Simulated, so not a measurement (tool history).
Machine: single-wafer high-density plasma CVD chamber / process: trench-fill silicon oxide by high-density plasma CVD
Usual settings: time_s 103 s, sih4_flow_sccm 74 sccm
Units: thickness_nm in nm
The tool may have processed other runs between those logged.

run,hour,time_s,sih4_flow_sccm,"read-back reference wafer on the same gauge, thickness_nm",thickness_nm
1,0,103,74,725.726,799.545
2,73.9,103,74,725.683,795.667
3,113.3,103,74,725.562,788.43
4,435.8,97,74,726.156,748.292
5,513.9,97,74,726.072,751.613
6,621.1,97,74,725.358,745.138
7,717.6,103,74,725.853,794.971
# hour 925.2: silane flow controller replaced
8,1017.5,103,74,725.116,769.343
# hour 1065.4: gauge calibrated
9,1107.2,95,74,726.525,714.394
10,1168.8,95,63,725.902,610.339
11,1261.2,103,74,725.816,785.052
12,1309.5,93,74,725.787,710.106
13,1397.9,93,74,725.162,705.845
14,1469.7,93,74,725.945,714.429
15,1543.8,92,65,726.293,620.036
16,1592.1,86,81,726.691,720.765
17,1647.1,103,74,726.943,800.544
18,1688,103,88,726.631,946.345
19,1751.8,113,74,727.085,873.336
20,1824.1,121,84,726.966,1067.694
21,1922.7,103,74,727.253,796.522
22,2020.3,111,79,726.723,911.005
23,2084.1,103,80,726.902,867.961
24,2122.1,110,70,726.265,806.809
25,2188.4,118,67,727.433,830.038
26,2262.8,103,74,726.376,795.729
27,2330.3,103,74,724.376,799.374
28,2401.5,103,86,725.442,941.098
29,2460.6,113,88,725.685,1053.365

Predict each of these 4 candidate next runs independently; none follows another, all start after run 29:
A,2461,103,74,?,?
B,2461,120,80,?,?
C,2461,103,79,?,?
D,2461,84,87,?,?

run,"read-back reference wafer on the same gauge, thickness_nm",thickness_nm
A,725.907,798.016
B,725.907,1005.111
C,725.907,851.936
D,725.907,765.141
The same runs, with their run-to-run variation unchanged, on a tool lacking any hidden condition would have given:
run,thickness_nm
A,761.135
B,958.659
C,812.563
D,729.779

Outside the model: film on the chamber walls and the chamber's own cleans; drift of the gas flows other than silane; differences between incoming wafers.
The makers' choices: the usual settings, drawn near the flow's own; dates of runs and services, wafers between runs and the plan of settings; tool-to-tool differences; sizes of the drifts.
